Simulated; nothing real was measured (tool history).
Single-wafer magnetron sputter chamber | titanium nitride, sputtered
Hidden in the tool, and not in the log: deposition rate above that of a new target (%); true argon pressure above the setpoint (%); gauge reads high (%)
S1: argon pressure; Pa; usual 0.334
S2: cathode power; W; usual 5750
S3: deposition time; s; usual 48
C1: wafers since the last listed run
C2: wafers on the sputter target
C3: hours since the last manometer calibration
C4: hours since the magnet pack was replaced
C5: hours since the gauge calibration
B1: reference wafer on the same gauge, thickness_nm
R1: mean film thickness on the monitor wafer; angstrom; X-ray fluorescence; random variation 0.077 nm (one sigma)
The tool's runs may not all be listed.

Run 1, day 0: usual settings; C1 0; C2 1400; C3 1475.7; C4 9180.8; C5 135.6; B1 56.477. Result: R1 503.2 angstrom.
Run 2, day 0.908: usual settings but S1 0.38 Pa; C1 511; C2 1912; C3 1497.5; C4 9202.6; C5 157.4; B1 56.488. Result: R1 492.7 angstrom.
Run 3, day 2.158: usual settings but S1 0.38 Pa; C1 704; C2 2616; C3 1527.5; C4 9232.6; C5 187.4; B1 56.494. Result: R1 490.95 angstrom.
At day 2.658: sputter target and shields replaced.
Run 4, day 2.929: usual settings but S1 0.38 Pa; C1 246; C2 152; C3 1546; C4 9251.1; C5 205.9; B1 56.477. Result: R1 497.93 angstrom.
Run 5, day 4.338: usual settings; C1 793; C2 946; C3 1579.8; C4 9284.9; C5 239.7; B1 56.515. Result: R1 504.04 angstrom.
Run 6, day 5.417: usual settings; C1 608; C2 1554; C3 1605.7; C4 9310.8; C5 265.6; B1 56.492. Result: R1 500.69 angstrom.
Run 7, day 6.279: usual settings; C1 485; C2 2040; C3 1626.4; C4 9331.5; C5 286.3; B1 56.499. Result: R1 501.06 angstrom.
Run 8, day 6.942: usual settings but S1 0.374 Pa, S3 52 s; C1 373; C2 2413; C3 1642.3; C4 9347.4; C5 302.2; B1 56.512. Result: R1 533.89 angstrom.
At day 7.988: sputter target and shields replaced.
Run 9, day 8.338: usual settings but S1 0.374 Pa, S3 52 s; C1 598; C2 198; C3 1675.8; C4 9380.9; C5 335.7; B1 56.512. Result: R1 538.53 angstrom.
Run 10, day 9.642: usual settings; C1 734; C2 933; C3 1707.1; C4 9412.2; C5 367; B1 56.481. Result: R1 503.33 angstrom.
Run 11, day 11.096: usual settings but S2 7100 W; C1 819; C2 1752; C3 1742; C4 9447.1; C5 401.9; B1 56.513. Result: R1 579.43 angstrom.
Run 12, day 12.188: usual settings but S3 38.8 s; C1 615; C2 2367; C3 1768.2; C4 9473.3; C5 428.1; B1 56.504. Result: R1 405.62 angstrom.
Run 13, day 12.975: usual settings but S1 0.452 Pa, S2 6450 W, S3 44.5 s; C1 443; C2 2811; C3 1787.1; C4 9492.2; C5 447; B1 56.512. Result: R1 478.4 angstrom.
At day 14.371: sputter target and shields replaced.
At day 14.525: capacitance manometer re-zeroed and calibrated.
At day 14.804: magnet pack replaced.
Run 14, day 14.825: usual settings; C1 610; C2 11; C3 7.2; C4 0.5; C5 491.4; B1 56.496. Result: R1 514.49 angstrom.
At day 17.329: gauge calibrated.
Run 15, day 18.783: usual settings but S1 0.289 Pa, S3 39.6 s; C1 2230; C2 2241; C3 102.2; C4 95.5; C5 34.9; B1 56.503. Result: R1 425.77 angstrom.
Run 16, day 19.617: usual settings but S1 0.203 Pa, S3 54.7 s; C1 469; C2 2710; C3 122.2; C4 115.5; C5 54.9; B1 56.487. Result: R1 606.09 angstrom.
At day 20.658: sputter target and shields replaced.
Run 17, day 20.679: usual settings but S1 0.434 Pa, S3 42.6 s; C1 410; C2 12; C3 147.7; C4 141; C5 80.4; B1 56.507. Result: R1 439.59 angstrom.
Run 18, day 21.238: usual settings but S2 5300 W, S3 44 s; C1 314; C2 326; C3 161.1; C4 154.4; C5 93.8; B1 56.493. Result: R1 446.22 angstrom.
Run 19, day 21.821: usual settings; C1 328; C2 655; C3 175.1; C4 168.4; C5 107.8; B1 56.505. Result: R1 511.41 angstrom.

The next listed run, before its measurement:
Run 20, day 22.867: usual settings but S1 0.377 Pa, S2 4600 W, S3 51.1 s; C1 589; C2 1244; C3 200.2; C4 193.5; C5 132.9; B1 ?. Result: R1 ?.

B1: 56.511
R1: 463.77 angstrom
Without the tool's hidden state the same run would have given R1 468.1 angstrom.
